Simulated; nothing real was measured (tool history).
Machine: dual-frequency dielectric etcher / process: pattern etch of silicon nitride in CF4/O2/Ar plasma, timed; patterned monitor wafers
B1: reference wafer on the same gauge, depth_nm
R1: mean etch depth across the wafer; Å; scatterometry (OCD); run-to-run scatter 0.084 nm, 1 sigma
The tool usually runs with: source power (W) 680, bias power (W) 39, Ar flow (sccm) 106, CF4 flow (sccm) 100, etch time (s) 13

run 1 day=0 | source_power_(W)=680 bias_power_(W)=39 Ar_flow_(sccm)=106 CF4_flow_(sccm)=100 etch_time_(s)=13 | B1=30.52 | R1=288.2
-- day=1.754 gauge calibrated
-- day=1.758 wet clean of the chamber
run 2 day=3 | source_power_(W)=680 bias_power_(W)=39 Ar_flow_(sccm)=106 CF4_flow_(sccm)=100 etch_time_(s)=13 | B1=30.51 | R1=280.6
run 3 day=4.546 | source_power_(W)=680 bias_power_(W)=39 Ar_flow_(sccm)=106 CF4_flow_(sccm)=100 etch_time_(s)=13 | B1=30.53 | R1=282.3
run 4 day=5.808 | source_power_(W)=680 bias_power_(W)=39 Ar_flow_(sccm)=106 CF4_flow_(sccm)=100 etch_time_(s)=13 | B1=30.49 | R1=283.8
-- day=6.896 bias power generator calibrated
-- day=7.396 CF4 flow controller replaced
run 5 day=7.862 | source_power_(W)=680 bias_power_(W)=39 Ar_flow_(sccm)=106 CF4_flow_(sccm)=100 etch_time_(s)=13 | B1=30.49 | R1=283
run 6 day=9.683 | source_power_(W)=800 bias_power_(W)=39 Ar_flow_(sccm)=106 CF4_flow_(sccm)=88 etch_time_(s)=17 | B1=30.47 | R1=405.4
-- day=11.171 Ar flow controller replaced
run 7 day=12.6 | source_power_(W)=550 bias_power_(W)=39 Ar_flow_(sccm)=106 CF4_flow_(sccm)=100 etch_time_(s)=13 | B1=30.5 | R1=247.6
run 8 day=14.817 | source_power_(W)=680 bias_power_(W)=31 Ar_flow_(sccm)=106 CF4_flow_(sccm)=100 etch_time_(s)=13 | B1=30.46 | R1=265.9
run 9 day=17.496 | source_power_(W)=680 bias_power_(W)=39 Ar_flow_(sccm)=122 CF4_flow_(sccm)=100 etch_time_(s)=11.5 | B1=30.48 | R1=249.9
run 10 day=19.075 | source_power_(W)=680 bias_power_(W)=33 Ar_flow_(sccm)=106 CF4_flow_(sccm)=100 etch_time_(s)=13 | B1=30.5 | R1=273.5
-- day=20.692 wet clean of the chamber
-- day=21.646 upper electrode replaced
run 11 day=21.667 | source_power_(W)=830 bias_power_(W)=34 Ar_flow_(sccm)=125 CF4_flow_(sccm)=119 etch_time_(s)=13 | B1=30.5 | R1=314.9
run 12 day=23.104 | source_power_(W)=680 bias_power_(W)=39 Ar_flow_(sccm)=106 CF4_flow_(sccm)=100 etch_time_(s)=13 | B1=30.5 | R1=285
run 13 day=24.542 | source_power_(W)=810 bias_power_(W)=48 Ar_flow_(sccm)=92 CF4_flow_(sccm)=100 etch_time_(s)=9.5 | B1=30.52 | R1=258.8
run 14 day=26.812 | source_power_(W)=680 bias_power_(W)=39 Ar_flow_(sccm)=106 CF4_flow_(sccm)=100 etch_time_(s)=13 | B1=30.48 | R1=286.8

What will run 15 give?
run 15 day=28.846 | source_power_(W)=680 bias_power_(W)=33 Ar_flow_(sccm)=106 CF4_flow_(sccm)=100 etch_time_(s)=13 | B1=? | R1=?

B1: 30.48
R1: 273.9 Å
Without the tool's hidden state the same run would have given R1 266.4 Å.
